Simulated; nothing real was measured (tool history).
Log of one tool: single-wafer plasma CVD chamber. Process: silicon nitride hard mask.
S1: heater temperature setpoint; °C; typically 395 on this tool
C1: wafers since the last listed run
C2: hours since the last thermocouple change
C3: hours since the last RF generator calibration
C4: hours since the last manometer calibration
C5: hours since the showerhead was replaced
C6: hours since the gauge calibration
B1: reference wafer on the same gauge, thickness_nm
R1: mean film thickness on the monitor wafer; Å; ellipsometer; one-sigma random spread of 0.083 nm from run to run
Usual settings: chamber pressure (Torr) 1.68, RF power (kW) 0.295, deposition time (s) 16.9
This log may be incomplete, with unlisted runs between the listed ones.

{"run": 1, "hour": 0.0, "S1": 395, "chamber pressure (Torr)": 1.68, "RF power (kW)": 0.295, "deposition time (s)": 16.9, "C1": 0, "C2": 1444.8, "C3": 568.9, "C4": 1983.7, "C5": 6965.8, "C6": 170.6, "B1": 17.388, "R1": 179.86}
{"run": 2, "hour": 56.9, "S1": 395, "chamber pressure (Torr)": 1.68, "RF power (kW)": 0.295, "deposition time (s)": 16.9, "C1": 1041, "C2": 1501.7, "C3": 625.8, "C4": 2040.6, "C5": 7022.7, "C6": 227.5, "B1": 17.387, "R1": 180.27}
{"run": 3, "hour": 86.6, "S1": 395, "chamber pressure (Torr)": 1.68, "RF power (kW)": 0.275, "deposition time (s)": 16.9, "C1": 543, "C2": 1531.4, "C3": 655.5, "C4": 2070.3, "C5": 7052.4, "C6": 257.2, "B1": 17.432, "R1": 171.97}
{"run": 4, "hour": 139.0, "S1": 395, "chamber pressure (Torr)": 1.68, "RF power (kW)": 0.275, "deposition time (s)": 16.9, "C1": 959, "C2": 1583.8, "C3": 707.9, "C4": 2122.7, "C5": 7104.8, "C6": 309.6, "B1": 17.402, "R1": 172.14}
{"run": 5, "hour": 202.5, "S1": 395, "chamber pressure (Torr)": 1.68, "RF power (kW)": 0.275, "deposition time (s)": 16.9, "C1": 1162, "C2": 1647.3, "C3": 771.4, "C4": 2186.2, "C5": 7168.3, "C6": 373.1, "B1": 17.409, "R1": 172.59}
{"run": 6, "hour": 230.9, "S1": 395, "chamber pressure (Torr)": 1.68, "RF power (kW)": 0.295, "deposition time (s)": 16.9, "C1": 519, "C2": 1675.7, "C3": 799.8, "C4": 2214.6, "C5": 7196.7, "C6": 401.5, "B1": 17.4, "R1": 179.98}
{"run": 7, "hour": 257.9, "S1": 395, "chamber pressure (Torr)": 1.68, "RF power (kW)": 0.295, "deposition time (s)": 16.9, "C1": 494, "C2": 1702.7, "C3": 826.8, "C4": 2241.6, "C5": 7223.7, "C6": 428.5, "B1": 17.42, "R1": 180.05}
{"hour": 329.2, "done": "RF generator calibrated"}
{"run": 8, "hour": 329.7, "S1": 395, "chamber pressure (Torr)": 1.68, "RF power (kW)": 0.295, "deposition time (s)": 16.9, "C1": 1167, "C2": 1774.5, "C3": 0.5, "C4": 2313.4, "C5": 7295.5, "C6": 500.3, "B1": 17.406, "R1": 179.97}
{"hour": 361.8, "done": "capacitance manometer re-zeroed and calibrated"}
{"run": 9, "hour": 362.3, "S1": 395, "chamber pressure (Torr)": 1.68, "RF power (kW)": 0.295, "deposition time (s)": 16.9, "C1": 450, "C2": 1807.1, "C3": 33.1, "C4": 0.5, "C5": 7328.1, "C6": 532.9, "B1": 17.393, "R1": 180.57}
{"run": 10, "hour": 553.4, "S1": 395, "chamber pressure (Torr)": 1.68, "RF power (kW)": 0.295, "deposition time (s)": 16.9, "C1": 3497, "C2": 1998.2, "C3": 224.2, "C4": 191.6, "C5": 7519.2, "C6": 724, "B1": 17.403, "R1": 180.14}
{"run": 11, "hour": 603.4, "S1": 395, "chamber pressure (Torr)": 1.68, "RF power (kW)": 0.315, "deposition time (s)": 16.9, "C1": 915, "C2": 2048.2, "C3": 274.2, "C4": 241.6, "C5": 7569.2, "C6": 774, "B1": 17.41, "R1": 186.77}
{"hour": 633.0, "done": "gauge calibrated"}
{"run": 12, "hour": 660.4, "S1": 389, "chamber pressure (Torr)": 1.81, "RF power (kW)": 0.295, "deposition time (s)": 19.3, "C1": 1043, "C2": 2105.2, "C3": 331.2, "C4": 298.6, "C5": 7626.2, "C6": 27.4, "B1": 17.408, "R1": 213.22}
{"run": 13, "hour": 725.4, "S1": 395, "chamber pressure (Torr)": 1.98, "RF power (kW)": 0.295, "deposition time (s)": 15.3, "C1": 1189, "C2": 2170.2, "C3": 396.2, "C4": 363.6, "C5": 7691.2, "C6": 92.4, "B1": 17.423, "R1": 173.51}
{"hour": 736.5, "done": "showerhead replaced"}
{"run": 14, "hour": 750.0, "S1": 395, "chamber pressure (Torr)": 1.68, "RF power (kW)": 0.24, "deposition time (s)": 13.9, "C1": 303, "C2": 2194.8, "C3": 420.8, "C4": 388.2, "C5": 13.5, "C6": 117, "B1": 17.385, "R1": 127.38}
{"hour": 795.9, "done": "thermocouple changed; heater temperature recalibrated"}
{"run": 15, "hour": 957.0, "S1": 395, "chamber pressure (Torr)": 2.08, "RF power (kW)": 0.35, "deposition time (s)": 16.9, "C1": 3642, "C2": 161.1, "C3": 627.8, "C4": 595.2, "C5": 220.5, "C6": 324, "B1": 17.397, "R1": 216.79}
{"run": 16, "hour": 1016.4, "S1": 407, "chamber pressure (Torr)": 1.87, "RF power (kW)": 0.25, "deposition time (s)": 18.2, "C1": 1087, "C2": 220.5, "C3": 687.2, "C4": 654.6, "C5": 279.9, "C6": 383.4, "B1": 17.36, "R1": 180.3}

For each run, what was the tool's unlogged condition?
wafer temperature above the value expected at the setpoint (K): 0, the same for each run
delivered RF power above the setpoint (%): 0, the same for each run
true pressure above the setpoint (%): 0, the same for each run
gauge reads high (%): 0, the same for each run

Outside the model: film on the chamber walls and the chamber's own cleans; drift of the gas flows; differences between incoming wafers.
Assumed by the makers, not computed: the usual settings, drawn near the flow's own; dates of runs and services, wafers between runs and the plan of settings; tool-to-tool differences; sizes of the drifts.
